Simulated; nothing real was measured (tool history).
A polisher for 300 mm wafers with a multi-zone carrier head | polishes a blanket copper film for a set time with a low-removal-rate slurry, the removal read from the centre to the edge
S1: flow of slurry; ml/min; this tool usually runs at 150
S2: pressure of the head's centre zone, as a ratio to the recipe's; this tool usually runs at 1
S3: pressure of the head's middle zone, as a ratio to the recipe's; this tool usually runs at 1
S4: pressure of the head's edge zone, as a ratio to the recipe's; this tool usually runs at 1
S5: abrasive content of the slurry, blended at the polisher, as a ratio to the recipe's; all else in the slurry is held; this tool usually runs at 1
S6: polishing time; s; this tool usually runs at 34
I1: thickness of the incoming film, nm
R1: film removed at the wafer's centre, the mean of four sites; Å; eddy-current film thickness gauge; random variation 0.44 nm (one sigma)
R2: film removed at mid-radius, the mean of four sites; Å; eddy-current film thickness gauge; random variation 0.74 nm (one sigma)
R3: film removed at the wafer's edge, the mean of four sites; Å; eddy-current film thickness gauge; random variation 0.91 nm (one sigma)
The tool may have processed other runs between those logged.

run	day	S1	S2	S3	S4	S5	S6	I1	R1	R2	R3
1	0	150	0.94	1	1	1	34	1513.3	524	553	591
2	2.742	150	0.94	1	1	1	34	1477.6	528	556	592
3	3.683	150	0.94	1	1	1	34	1490.6	528	562	572
4	4.262	150	1	1	1	1	34	1495.4	607	609	598
5	5.396	150	1	1	1	1	34	1482.3	608	612	623
6	6.554	150	1	1	1	1	34	1460.6	597	597	611
7	9.738	150	1	1	1	0.8	34	1508.2	569	576	589
8	10.471	150	1	1	1	0.8	34	1487.6	572	571	587
9	11.412	150	0.92	0.9	1.07	1	34	1502.7	534	522	624
10	12.571	150	1.1	1	1	1	34	1483.4	633	584	590
11	13.471	100	1	0.91	1	1.1	25	1493.7	369	349	402
12	14.45	150	1.06	1	1	0.85	34	1491.8	590	569	581
13	15.392	195	1	1	1.12	1	34	1480	619	607	660
14	19.379	190	0.94	1	0.92	0.75	34	1497.6	553	588	576
15	20.321	190	0.94	1	0.92	0.75	34	1515.5	546	592	568
16	21.721	150	0.95	1.05	1	1	45	1505.1	724	789	788
17	22.875	150	1.1	1	1	1	44	1492.3	811	762	762
18	23.392	150	1	1	1	1	34	1488	571	579	590
19	24.779	150	1	1	1	1	34	1492.4	612	602	622
20	25.283	150	1	1	1	0.75	34	1464.9	583	566	605
21	26.067	150	1	1	1	1	34	1468.9	604	611	625

Missing from the log above: 8 entries noted between runs. For each, name the pair of listed runs it sits between and say how the tool's hidden condition differs from the listed run just before to the listed run just after:
Between runs 3 and 4: slurry nozzle cleaned (day 3.833)
  slurry flow missing at the pad, %: 26.4 -> 2.32
  what was measured, less what the result would be without the hidden state, R1: -48 -> -4 Å; R2: -44 -> -3 Å; R3: -31 -> -2 Å
Between runs 4 and 5: worn pad replaced by a new one (day 5.238)
  slurry flow missing at the pad, %: 2.32 -> 5.29
  what was measured, less what the result would be without the hidden state, R1: -4 -> -8 Å; R2: -3 -> -7 Å; R3: -2 -> -5 Å
Between runs 5 and 6: centre zone pressure recalibrated (day 6.317)
  slurry flow missing at the pad, %: 5.29 -> 7.88
  what was measured, less what the result would be without the hidden state, R1: -8 -> -12 Å; R2: -7 -> -11 Å; R3: -5 -> -8 Å
Between runs 6 and 7: carrier head's membrane replaced by a new one (day 9.458)
  slurry flow missing at the pad, %: 7.88 -> 13.2
  what was measured, less what the result would be without the hidden state, R1: -12 -> -21 Å; R2: -11 -> -19 Å; R3: -8 -> -14 Å
Between runs 10 and 11: worn pad replaced by a new one (day 12.892)
  slurry flow missing at the pad, %: 16.3 -> 17.1
  what was measured, less what the result would be without the hidden state, R1: -30 -> -30 Å; R2: -25 -> -24 Å; R3: -18 -> -18 Å
Between runs 13 and 14: edge zone pressure recalibrated (day 16.5)
  slurry flow missing at the pad, %: 18.4 -> 20.3
  what was measured, less what the result would be without the hidden state, R1: -26 -> -27 Å; R2: -22 -> -25 Å; R3: -18 -> -18 Å
Between runs 14 and 15: worn pad replaced by a new one (day 20.3)
  slurry flow missing at the pad, %: 20.3 -> 20.6
  what was measured, less what the result would be without the hidden state, R1: -27 -> -27 Å; R2: -25 -> -26 Å; R3: -18 -> -18 Å
Between runs 18 and 19: slurry nozzle cleaned (day 24.438)
  slurry flow missing at the pad, %: 21.3 -> 1.01
  what was measured, less what the result would be without the hidden state, R1: -39 -> -1 Å; R2: -35 -> -1 Å; R3: -24 -> -1 Å
